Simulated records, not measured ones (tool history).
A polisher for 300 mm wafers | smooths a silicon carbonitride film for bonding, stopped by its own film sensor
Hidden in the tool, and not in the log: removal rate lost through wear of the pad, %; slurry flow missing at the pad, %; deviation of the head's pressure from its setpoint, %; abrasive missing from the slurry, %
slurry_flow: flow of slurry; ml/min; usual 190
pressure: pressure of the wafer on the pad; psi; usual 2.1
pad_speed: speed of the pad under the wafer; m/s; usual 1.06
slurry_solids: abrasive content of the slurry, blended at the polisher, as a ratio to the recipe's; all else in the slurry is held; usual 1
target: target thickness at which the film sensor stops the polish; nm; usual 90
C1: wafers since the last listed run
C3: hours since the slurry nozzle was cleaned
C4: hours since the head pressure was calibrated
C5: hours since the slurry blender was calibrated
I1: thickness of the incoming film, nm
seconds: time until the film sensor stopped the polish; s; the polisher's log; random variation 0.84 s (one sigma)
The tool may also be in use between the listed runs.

{"run": 1, "hour": 0.0, "slurry_flow": 190, "pressure": 2.1, "pad_speed": 1.24, "slurry_solids": 1, "target": 90, "C1": 0, "wafers polished on this pad": 87, "C3": 431.6, "C4": 865.4, "C5": 122, "I1": 111.6, "seconds": 54.3}
{"run": 2, "hour": 25.5, "slurry_flow": 190, "pressure": 2.1, "pad_speed": 1.32, "slurry_solids": 1, "target": 90, "C1": 149, "wafers polished on this pad": 237, "C3": 457.1, "C4": 890.9, "C5": 147.5, "I1": 110.9, "seconds": 49.3}
{"run": 3, "hour": 53.1, "slurry_flow": 190, "pressure": 2.1, "pad_speed": 1.32, "slurry_solids": 1, "target": 90, "C1": 162, "wafers polished on this pad": 399, "C3": 484.7, "C4": 918.5, "C5": 175.1, "I1": 110.1, "seconds": 46.2}
{"run": 4, "hour": 81.4, "slurry_flow": 190, "pressure": 2.1, "pad_speed": 1.32, "slurry_solids": 1, "target": 90, "C1": 166, "wafers polished on this pad": 565, "C3": 513, "C4": 946.8, "C5": 203.4, "I1": 110, "seconds": 45.8}
{"run": 5, "hour": 96.2, "slurry_flow": 190, "pressure": 2.1, "pad_speed": 1.06, "slurry_solids": 1, "target": 90, "C1": 86, "wafers polished on this pad": 652, "C3": 527.8, "C4": 961.6, "C5": 218.2, "I1": 109.6, "seconds": 53.6}
{"hour": 121.9, "done": "slurry blender recalibrated"}
{"hour": 142.9, "done": "head pressure recalibrated"}
{"run": 6, "hour": 178.2, "slurry_flow": 190, "pressure": 2.1, "pad_speed": 1.06, "slurry_solids": 1, "target": 90, "C1": 458, "wafers polished on this pad": 1111, "C3": 609.8, "C4": 35.3, "C5": 56.3, "I1": 110.1, "seconds": 61.1}
{"run": 7, "hour": 210.1, "slurry_flow": 220, "pressure": 2.1, "pad_speed": 1.06, "slurry_solids": 1, "target": 90, "C1": 187, "wafers polished on this pad": 1298, "C3": 641.7, "C4": 67.2, "C5": 88.2, "I1": 109.7, "seconds": 56.6}
{"hour": 216.5, "done": "worn pad replaced by a new one"}
{"run": 8, "hour": 233.6, "slurry_flow": 220, "pressure": 2.1, "pad_speed": 1.06, "slurry_solids": 1, "target": 90, "C1": 114, "wafers polished on this pad": 100, "C3": 665.2, "C4": 90.7, "C5": 111.7, "I1": 108.7, "seconds": 53.9}
{"run": 9, "hour": 263.7, "slurry_flow": 190, "pressure": 1.4, "pad_speed": 1.36, "slurry_solids": 1, "target": 90, "C1": 176, "wafers polished on this pad": 277, "C3": 695.3, "C4": 120.8, "C5": 141.8, "I1": 112.4, "seconds": 77.7}
{"run": 10, "hour": 290.7, "slurry_flow": 190, "pressure": 1.7, "pad_speed": 1.06, "slurry_solids": 1, "target": 90, "C1": 158, "wafers polished on this pad": 435, "C3": 722.3, "C4": 147.8, "C5": 168.8, "I1": 110.5, "seconds": 74.1}
{"run": 11, "hour": 304.4, "slurry_flow": 190, "pressure": 2.5, "pad_speed": 1.06, "slurry_solids": 1.3, "target": 90, "C1": 80, "wafers polished on this pad": 516, "C3": 736, "C4": 161.5, "C5": 182.5, "I1": 110, "seconds": 44}
{"hour": 324.7, "done": "slurry nozzle cleaned"}
{"run": 12, "hour": 331.3, "slurry_flow": 190, "pressure": 2.5, "pad_speed": 1.36, "slurry_solids": 1, "target": 86, "C1": 152, "wafers polished on this pad": 668, "C3": 6.6, "C4": 188.4, "C5": 209.4, "I1": 110.4, "seconds": 50.1}
{"hour": 354.3, "done": "slurry blender recalibrated"}
{"run": 13, "hour": 357.7, "slurry_flow": 190, "pressure": 2.1, "pad_speed": 1.06, "slurry_solids": 1, "target": 90, "C1": 143, "wafers polished on this pad": 812, "C3": 33, "C4": 214.8, "C5": 3.4, "I1": 110.5, "seconds": 59.8}
{"run": 14, "hour": 371.7, "slurry_flow": 190, "pressure": 1.6, "pad_speed": 0.76, "slurry_solids": 0.8, "target": 90, "C1": 82, "wafers polished on this pad": 894, "C3": 47, "C4": 228.8, "C5": 17.4, "I1": 111.9, "seconds": 120.9}
{"run": 15, "hour": 394.8, "slurry_flow": 190, "pressure": 2.1, "pad_speed": 1.06, "slurry_solids": 1, "target": 90, "C1": 135, "wafers polished on this pad": 1030, "C3": 70.1, "C4": 251.9, "C5": 40.5, "I1": 108.5, "seconds": 53}
{"run": 16, "hour": 417.3, "slurry_flow": 135, "pressure": 2.1, "pad_speed": 1.44, "slurry_solids": 1, "target": 90, "C1": 132, "wafers polished on this pad": 1162, "C3": 92.6, "C4": 274.4, "C5": 63, "I1": 108.1, "seconds": 42.7}
{"run": 17, "hour": 440.3, "slurry_flow": 190, "pressure": 1.8, "pad_speed": 1.22, "slurry_solids": 0.9, "target": 90, "C1": 135, "wafers polished on this pad": 1297, "C3": 115.6, "C4": 297.4, "C5": 86, "I1": 108.5, "seconds": 57.3}
{"run": 18, "hour": 466.7, "slurry_flow": 255, "pressure": 2.1, "pad_speed": 1.38, "slurry_solids": 1.3, "target": 87, "C1": 155, "wafers polished on this pad": 1452, "C3": 142, "C4": 323.8, "C5": 112.4, "I1": 110.8, "seconds": 45.9}
{"hour": 471.0, "done": "worn pad replaced by a new one"}
{"run": 19, "hour": 502.4, "slurry_flow": 150, "pressure": 2.1, "pad_speed": 1.26, "slurry_solids": 0.75, "target": 90, "C1": 186, "wafers polished on this pad": 184, "C3": 177.7, "C4": 359.5, "C5": 148.1, "I1": 110.6, "seconds": 64.1}
{"run": 20, "hour": 516.5, "slurry_flow": 190, "pressure": 1.6, "pad_speed": 0.84, "slurry_solids": 1, "target": 92, "C1": 82, "wafers polished on this pad": 267, "C3": 191.8, "C4": 373.6, "C5": 162.2, "I1": 109.7, "seconds": 78.8}
{"run": 21, "hour": 551.2, "slurry_flow": 245, "pressure": 2.7, "pad_speed": 1.06, "slurry_solids": 1.25, "target": 85, "C1": 203, "wafers polished on this pad": 471, "C3": 226.5, "C4": 408.3, "C5": 196.9, "I1": 108.1, "seconds": 44.1}
{"hour": 562.3, "done": "slurry blender recalibrated"}
{"run": 22, "hour": 575.9, "slurry_flow": 240, "pressure": 2.1, "pad_speed": 1.06, "slurry_solids": 1, "target": 86, "C1": 133, "wafers polished on this pad": 604, "C3": 251.2, "C4": 433, "C5": 13.6, "I1": 110.1, "seconds": 64.8}
{"run": 23, "hour": 594.7, "slurry_flow": 245, "pressure": 1.6, "pad_speed": 1.06, "slurry_solids": 1, "target": 90, "C1": 110, "wafers polished on this pad": 715, "C3": 270, "C4": 451.8, "C5": 32.4, "I1": 111.6, "seconds": 76.8}
{"run": 24, "hour": 624.0, "slurry_flow": 190, "pressure": 1.4, "pad_speed": 1.06, "slurry_solids": 1, "target": 84, "C1": 172, "wafers polished on this pad": 887, "C3": 299.3, "C4": 481.1, "C5": 61.7, "I1": 109.7, "seconds": 103.9}
{"run": 25, "hour": 650.3, "slurry_flow": 190, "pressure": 1.7, "pad_speed": 1.06, "slurry_solids": 1, "target": 90, "C1": 154, "wafers polished on this pad": 1042, "C3": 325.6, "C4": 507.4, "C5": 88, "I1": 110, "seconds": 68.8}
{"run": 26, "hour": 674.2, "slurry_flow": 190, "pressure": 2.1, "pad_speed": 1.06, "slurry_solids": 1, "target": 90, "C1": 140, "wafers polished on this pad": 1182, "C3": 349.5, "C4": 531.3, "C5": 111.9, "I1": 108.6, "seconds": 51.5}
{"run": 27, "hour": 693.4, "slurry_flow": 190, "pressure": 1.7, "pad_speed": 1.06, "slurry_solids": 0.85, "target": 85, "C1": 112, "wafers polished on this pad": 1295, "C3": 368.7, "C4": 550.5, "C5": 131.1, "I1": 108.8, "seconds": 91}
{"hour": 706.3, "done": "worn pad replaced by a new one"}
{"run": 28, "hour": 726.3, "slurry_flow": 230, "pressure": 2.1, "pad_speed": 1.26, "slurry_solids": 1, "target": 90, "C1": 169, "wafers polished on this pad": 117, "C3": 401.6, "C4": 583.4, "C5": 164, "I1": 112, "seconds": 51.4}
{"hour": 752.6, "done": "slurry blender recalibrated"}
{"run": 29, "hour": 752.9, "slurry_flow": 235, "pressure": 1.6, "pad_speed": 0.9, "slurry_solids": 1, "target": 97, "C1": 144, "wafers polished on this pad": 262, "C3": 428.2, "C4": 610, "C5": 0.3, "I1": 110.9, "seconds": 55.4}

Forecast each of these 5 alternatives for the next run:
{"run": "A", "hour": 753.4, "slurry_flow": 190, "pressure": 2.1, "pad_speed": 1.06, "slurry_solids": 1, "target": 84, "C1": 2, "wafers polished on this pad": 265, "C3": 428.7, "C4": 610.5, "C5": 0.8, "I1": 109.5, "seconds": "?"}
{"run": "B", "hour": 753.4, "slurry_flow": 210, "pressure": 2.6, "pad_speed": 1.06, "slurry_solids": 1, "target": 90, "C1": 2, "wafers polished on this pad": 265, "C3": 428.7, "C4": 610.5, "C5": 0.8, "I1": 109.5, "seconds": "?"}
{"run": "C", "hour": 753.4, "slurry_flow": 190, "pressure": 2.1, "pad_speed": 1.22, "slurry_solids": 0.9, "target": 92, "C1": 2, "wafers polished on this pad": 265, "C3": 428.7, "C4": 610.5, "C5": 0.8, "I1": 109.5, "seconds": "?"}
{"run": "D", "hour": 753.4, "slurry_flow": 215, "pressure": 2.1, "pad_speed": 1.3, "slurry_solids": 1, "target": 87, "C1": 2, "wafers polished on this pad": 265, "C3": 428.7, "C4": 610.5, "C5": 0.8, "I1": 109.5, "seconds": "?"}
{"run": "E", "hour": 753.4, "slurry_flow": 130, "pressure": 2.4, "pad_speed": 1.34, "slurry_solids": 1, "target": 90, "C1": 2, "wafers polished on this pad": 265, "C3": 428.7, "C4": 610.5, "C5": 0.8, "I1": 109.5, "seconds": "?"}

run=A seconds=70.9
run=B seconds=43.8
run=C seconds=46.4
run=D seconds=52.3
run=E seconds=42.4
Without the tool's hidden state the same runs would have given:
run=A seconds=77.2
run=B seconds=47.6
run=C seconds=50.5
run=D seconds=56.9
run=E seconds=46.1
